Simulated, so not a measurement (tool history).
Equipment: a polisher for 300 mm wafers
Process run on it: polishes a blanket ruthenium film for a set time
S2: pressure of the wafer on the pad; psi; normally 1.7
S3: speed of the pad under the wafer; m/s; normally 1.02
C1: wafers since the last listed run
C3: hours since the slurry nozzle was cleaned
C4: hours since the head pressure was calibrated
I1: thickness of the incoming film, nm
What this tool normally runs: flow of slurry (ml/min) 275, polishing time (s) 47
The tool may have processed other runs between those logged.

{"run": 1, "hour": 0.0, "flow of slurry (ml/min)": 275, "S2": 1.7, "S3": 1.02, "polishing time (s)": 47, "C1": 0, "wafers polished on this pad": 877, "C3": 376.4, "C4": 287.9, "I1": 283.8, "film removed (angstrom)": 553}
{"hour": 86.7, "done": "head pressure recalibrated"}
{"run": 2, "hour": 91.2, "flow of slurry (ml/min)": 330, "S2": 1.7, "S3": 1.02, "polishing time (s)": 47, "C1": 650, "wafers polished on this pad": 1527, "C3": 467.6, "C4": 4.5, "I1": 290.2, "film removed (angstrom)": 527}
{"hour": 101.0, "done": "slurry nozzle cleaned"}
{"run": 3, "hour": 146.9, "flow of slurry (ml/min)": 330, "S2": 1.7, "S3": 1.02, "polishing time (s)": 47, "C1": 398, "wafers polished on this pad": 1926, "C3": 45.9, "C4": 60.2, "I1": 291.2, "film removed (angstrom)": 537}
{"hour": 151.6, "done": "worn pad replaced by a new one"}
{"run": 4, "hour": 238.8, "flow of slurry (ml/min)": 330, "S2": 1.7, "S3": 1.02, "polishing time (s)": 47, "C1": 641, "wafers polished on this pad": 635, "C3": 137.8, "C4": 152.1, "I1": 290.1, "film removed (angstrom)": 532}
{"run": 5, "hour": 317.1, "flow of slurry (ml/min)": 275, "S2": 1.5, "S3": 1.02, "polishing time (s)": 47, "C1": 571, "wafers polished on this pad": 1206, "C3": 216.1, "C4": 230.4, "I1": 293.4, "film removed (angstrom)": 480}
{"hour": 398.7, "done": "worn pad replaced by a new one"}
{"hour": 403.1, "done": "head pressure recalibrated"}
{"run": 6, "hour": 453.6, "flow of slurry (ml/min)": 275, "S2": 1.5, "S3": 1.02, "polishing time (s)": 47, "C1": 951, "wafers polished on this pad": 385, "C3": 352.6, "C4": 50.5, "I1": 294.1, "film removed (angstrom)": 457}
{"run": 7, "hour": 527.1, "flow of slurry (ml/min)": 275, "S2": 1.5, "S3": 1.02, "polishing time (s)": 47, "C1": 536, "wafers polished on this pad": 922, "C3": 426.1, "C4": 124.0, "I1": 287.7, "film removed (angstrom)": 464}
{"hour": 603.4, "done": "slurry nozzle cleaned"}
{"hour": 637.5, "done": "worn pad replaced by a new one"}
{"run": 8, "hour": 724.8, "flow of slurry (ml/min)": 275, "S2": 1.7, "S3": 1.02, "polishing time (s)": 35, "C1": 1405, "wafers polished on this pad": 636, "C3": 121.4, "C4": 321.7, "I1": 292.1, "film removed (angstrom)": 420}
{"hour": 764.8, "done": "head pressure recalibrated"}
{"run": 9, "hour": 794.0, "flow of slurry (ml/min)": 275, "S2": 2.1, "S3": 1.02, "polishing time (s)": 62, "C1": 490, "wafers polished on this pad": 1126, "C3": 190.6, "C4": 29.2, "I1": 292.9, "film removed (angstrom)": 841}
{"run": 10, "hour": 830.9, "flow of slurry (ml/min)": 350, "S2": 1.3, "S3": 0.7, "polishing time (s)": 35, "C1": 269, "wafers polished on this pad": 1396, "C3": 227.5, "C4": 66.1, "I1": 293.5, "film removed (angstrom)": 210}
{"hour": 858.8, "done": "worn pad replaced by a new one"}
{"run": 11, "hour": 885.5, "flow of slurry (ml/min)": 275, "S2": 1.7, "S3": 1.02, "polishing time (s)": 47, "C1": 369, "wafers polished on this pad": 195, "C3": 282.1, "C4": 120.7, "I1": 293.7, "film removed (angstrom)": 529}
{"run": 12, "hour": 936.4, "flow of slurry (ml/min)": 275, "S2": 2.2, "S3": 1.02, "polishing time (s)": 32, "C1": 371, "wafers polished on this pad": 566, "C3": 333.0, "C4": 171.6, "I1": 288.9, "film removed (angstrom)": 475}
{"run": 13, "hour": 1010.8, "flow of slurry (ml/min)": 335, "S2": 1.7, "S3": 0.92, "polishing time (s)": 47, "C1": 542, "wafers polished on this pad": 1108, "C3": 407.4, "C4": 246.0, "I1": 290.1, "film removed (angstrom)": 505}
{"run": 14, "hour": 1081.9, "flow of slurry (ml/min)": 275, "S2": 1.7, "S3": 0.78, "polishing time (s)": 52, "C1": 518, "wafers polished on this pad": 1627, "C3": 478.5, "C4": 317.1, "I1": 292.4, "film removed (angstrom)": 477}
{"hour": 1124.1, "done": "slurry nozzle cleaned"}
{"hour": 1132.3, "done": "head pressure recalibrated"}
{"hour": 1138.8, "done": "worn pad replaced by a new one"}
{"run": 15, "hour": 1184.3, "flow of slurry (ml/min)": 355, "S2": 1.5, "S3": 1.22, "polishing time (s)": 52, "C1": 695, "wafers polished on this pad": 331, "C3": 60.2, "C4": 52.0, "I1": 291.3, "film removed (angstrom)": 627}

For run 16, what comes out?
{"run": 16, "hour": 1270.0, "flow of slurry (ml/min)": 275, "S2": 1.7, "S3": 1.02, "polishing time (s)": 47, "C1": 625, "wafers polished on this pad": 956, "C3": 145.9, "C4": 137.7, "I1": 285.0, "film removed (angstrom)": "?"}

{"run 16": {"film removed (angstrom)": 534}}
Minus the tool's unlogged condition, the same run would have read film removed (angstrom) 525.

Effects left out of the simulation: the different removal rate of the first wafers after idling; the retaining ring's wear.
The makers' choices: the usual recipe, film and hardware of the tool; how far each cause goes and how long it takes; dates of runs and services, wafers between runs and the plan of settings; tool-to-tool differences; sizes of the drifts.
